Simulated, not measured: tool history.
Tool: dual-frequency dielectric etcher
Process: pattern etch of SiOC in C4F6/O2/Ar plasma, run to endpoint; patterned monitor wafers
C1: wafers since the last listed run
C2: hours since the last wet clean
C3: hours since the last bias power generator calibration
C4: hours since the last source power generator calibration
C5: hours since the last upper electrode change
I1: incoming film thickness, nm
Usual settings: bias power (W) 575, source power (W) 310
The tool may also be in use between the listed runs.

Run 1, hour 0.0: usual settings but source power (W) 340; C1 0; C2 99.3; C3 2474.2; C4 2704.6; C5 3016.2; I1 48.15. Result: endpoint time (s) 13.7.
Run 2, hour 14.0: usual settings but source power (W) 340; C1 195; C2 113.3; C3 2488.2; C4 2718.6; C5 3030.2; I1 48.90. Result: endpoint time (s) 14.0.
Run 3, hour 36.8: usual settings but source power (W) 340; C1 318; C2 136.1; C3 2511.0; C4 2741.4; C5 3053.0; I1 48.13. Result: endpoint time (s) 13.7.
Run 4, hour 50.2: usual settings; C1 187; C2 149.5; C3 2524.4; C4 2754.8; C5 3066.4; I1 48.44. Result: endpoint time (s) 14.3.
Run 5, hour 82.2: usual settings; C1 447; C2 181.5; C3 2556.4; C4 2786.8; C5 3098.4; I1 48.61. Result: endpoint time (s) 14.3.
Run 6, hour 105.5: usual settings; C1 325; C2 204.8; C3 2579.7; C4 2810.1; C5 3121.7; I1 48.06. Result: endpoint time (s) 14.1.
Run 7, hour 129.7: usual settings; C1 338; C2 229.0; C3 2603.9; C4 2834.3; C5 3145.9; I1 48.26. Result: endpoint time (s) 14.1.
At hour 147.8: source power generator calibrated.
Run 8, hour 148.3: usual settings but bias power (W) 524; C1 204; C2 247.6; C3 2622.5; C4 0.5; C5 3164.5; I1 48.42. Result: endpoint time (s) 14.7.
Run 9, hour 176.9: usual settings but bias power (W) 524; C1 399; C2 276.2; C3 2651.1; C4 29.1; C5 3193.1; I1 48.07. Result: endpoint time (s) 14.2.
Run 10, hour 190.6: usual settings but bias power (W) 499, source power (W) 360; C1 191; C2 289.9; C3 2664.8; C4 42.8; C5 3206.8; I1 48.46. Result: endpoint time (s) 13.8.
Run 11, hour 210.5: usual settings but source power (W) 250; C1 278; C2 309.8; C3 2684.7; C4 62.7; C5 3226.7; I1 48.12. Result: endpoint time (s) 15.1.
At hour 237.2: bias power generator calibrated.
At hour 251.8: wet clean of the chamber.
At hour 260.0: upper electrode replaced.
Run 12, hour 260.5: usual settings but bias power (W) 617, source power (W) 330; C1 325; C2 8.7; C3 23.3; C4 112.7; C5 0.5; I1 48.48. Result: endpoint time (s) 14.0.
Run 13, hour 262.9: usual settings but bias power (W) 646, source power (W) 260; C1 33; C2 11.1; C3 25.7; C4 115.1; C5 2.9; I1 47.82. Result: endpoint time (s) 15.0.
Run 14, hour 292.7: usual settings but bias power (W) 482, source power (W) 260; C1 416; C2 40.9; C3 55.5; C4 144.9; C5 32.7; I1 48.26. Result: endpoint time (s) 16.3.
Run 15, hour 323.8: usual settings; C1 434; C2 72.0; C3 86.6; C4 176.0; C5 63.8; I1 48.47. Result: endpoint time (s) 14.6.
Run 16, hour 359.6: usual settings but bias power (W) 493, source power (W) 270; C1 500; C2 107.8; C3 122.4; C4 211.8; C5 99.6; I1 48.22. Result: endpoint time (s) 15.8.
Run 17, hour 381.5: usual settings but source power (W) 340; C1 306; C2 129.7; C3 144.3; C4 233.7; C5 121.5; I1 48.44. Result: endpoint time (s) 13.9.
Run 18, hour 401.4: usual settings but source power (W) 350; C1 278; C2 149.6; C3 164.2; C4 253.6; C5 141.4; I1 48.15. Result: endpoint time (s) 13.6.

Forecast each of these 4 alternatives for the next run:
Run A, hour 401.8: usual settings but bias power (W) 483; C1 5; C2 150.0; C3 164.6; C4 254.0; C5 141.8; I1 48.17. Result: endpoint time (s) ?.
Run B, hour 401.8: usual settings but source power (W) 370; C1 5; C2 150.0; C3 164.6; C4 254.0; C5 141.8; I1 48.17. Result: endpoint time (s) ?.
Run C, hour 401.8: usual settings but bias power (W) 658, source power (W) 280; C1 5; C2 150.0; C3 164.6; C4 254.0; C5 141.8; I1 48.17. Result: endpoint time (s) ?.
Run D, hour 401.8: usual settings but bias power (W) 708, source power (W) 280; C1 5; C2 150.0; C3 164.6; C4 254.0; C5 141.8; I1 48.17. Result: endpoint time (s) ?.

run  endpoint time (s)
  A               15.0
  B               13.3
  C               14.3
  D               14.0
Without the tool's hidden state the same runs would have given:
run  endpoint time (s)
  A               15.2
  B               13.6
  C               14.6
  D               14.3
